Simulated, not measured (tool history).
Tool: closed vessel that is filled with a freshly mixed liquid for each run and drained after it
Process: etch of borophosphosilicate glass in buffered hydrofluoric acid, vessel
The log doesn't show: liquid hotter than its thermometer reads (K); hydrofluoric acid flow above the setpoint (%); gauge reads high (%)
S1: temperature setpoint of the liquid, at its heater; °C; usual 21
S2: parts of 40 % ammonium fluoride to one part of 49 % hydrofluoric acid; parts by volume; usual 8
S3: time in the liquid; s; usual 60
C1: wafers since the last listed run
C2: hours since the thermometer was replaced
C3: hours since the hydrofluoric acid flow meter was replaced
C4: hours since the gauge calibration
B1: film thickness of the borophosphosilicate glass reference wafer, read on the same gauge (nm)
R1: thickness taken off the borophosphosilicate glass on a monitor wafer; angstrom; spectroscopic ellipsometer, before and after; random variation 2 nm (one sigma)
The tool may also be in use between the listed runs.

| run | hour | S1 | S2 | S3 | C1 | C2 | C3 | C4 | B1 | R1 |
|---|---|---|---|---|---|---|---|---|---|---|
| 1 | 0 | 21 | 7.5 | 60 | 0 | 351.4 | 1199.2 | 775.5 | 60.01 | 2176.9 |
| 2 | 68.3 | 23.5 | 8 | 45 | 9074 | 419.7 | 1267.5 | 843.8 | 59.97 | 1744.7 |
| 3 | 95.9 | 21 | 8 | 60 | 3667 | 447.3 | 1295.1 | 871.4 | 59.98 | 2028.6 |
| 4 | 126 | 21 | 8 | 60 | 3999 | 477.4 | 1325.2 | 901.5 | 60.01 | 2029.6 |
| 5 | 169.1 | 21 | 8 | 60 | 5726 | 520.5 | 1368.3 | 944.6 | 59.99 | 2023.7 |
| 6 | 218 | 21 | 8 | 60 | 6497 | 569.4 | 1417.2 | 993.5 | 60 | 2031.7 |
|  | 268 | gauge calibrated |
| 7 | 280.4 | 21 | 8 | 60 | 8290 | 631.8 | 1479.6 | 12.4 | 60 | 2040.1 |
| 8 | 311.7 | 24.5 | 8 | 60 | 4158 | 663.1 | 1510.9 | 43.7 | 59.99 | 2487.9 |
|  | 354.9 | hydrofluoric acid flow meter replaced |
| 9 | 406.9 | 23 | 6 | 90 | 12515 | 758.3 | 52 | 138.9 | 60.03 | 4534.2 |
|  | 434.3 | thermometer replaced |
| 10 | 464.2 | 25.5 | 10 | 35 | 7480 | 29.9 | 109.3 | 196.2 | 60.01 | 1248.3 |
| 11 | 502.3 | 21 | 8 | 60 | 5062 | 68 | 147.4 | 234.3 | 59.99 | 2022.5 |
| 12 | 571.1 | 21 | 6 | 60 | 9141 | 136.8 | 216.2 | 303.1 | 59.95 | 2687.4 |
| 13 | 635.4 | 17 | 8 | 60 | 8543 | 201.1 | 280.5 | 367.4 | 59.99 | 1642.8 |
| 14 | 686.4 | 21 | 9.5 | 50 | 6776 | 252.1 | 331.5 | 418.4 | 60.03 | 1457 |
| 15 | 736 | 21 | 8 | 90 | 6590 | 301.7 | 381.1 | 468 | 59.98 | 3040.7 |
| 16 | 781.7 | 21 | 8 | 60 | 6071 | 347.4 | 426.8 | 513.7 | 60.03 | 2040.9 |
| 17 | 823.1 | 17 | 9 | 60 | 5500 | 388.8 | 468.2 | 555.1 | 59.99 | 1410.8 |

Forecast each of these 4 alternatives for the next run:
| A | 823.8 | 25.5 | 8 | 60 | 93 | 389.5 | 468.9 | 555.8 | ? | ? |
| B | 823.8 | 21 | 9 | 50 | 93 | 389.5 | 468.9 | 555.8 | ? | ? |
| C | 823.8 | 23 | 8 | 50 | 93 | 389.5 | 468.9 | 555.8 | ? | ? |
| D | 823.8 | 21 | 9.5 | 75 | 93 | 389.5 | 468.9 | 555.8 | ? | ? |

| run | B1 | R1 |
|---|---|---|
| A | 60.03 | 2620.1 |
| B | 60.03 | 1504.6 |
| C | 60.03 | 1909.1 |
| D | 60.03 | 2180.3 |
Without the tool's hidden state the same runs would have given:
| run | R1 |
|---|---|
| A | 2620.1 |
| B | 1504.6 |
| C | 1909.1 |
| D | 2180.3 |
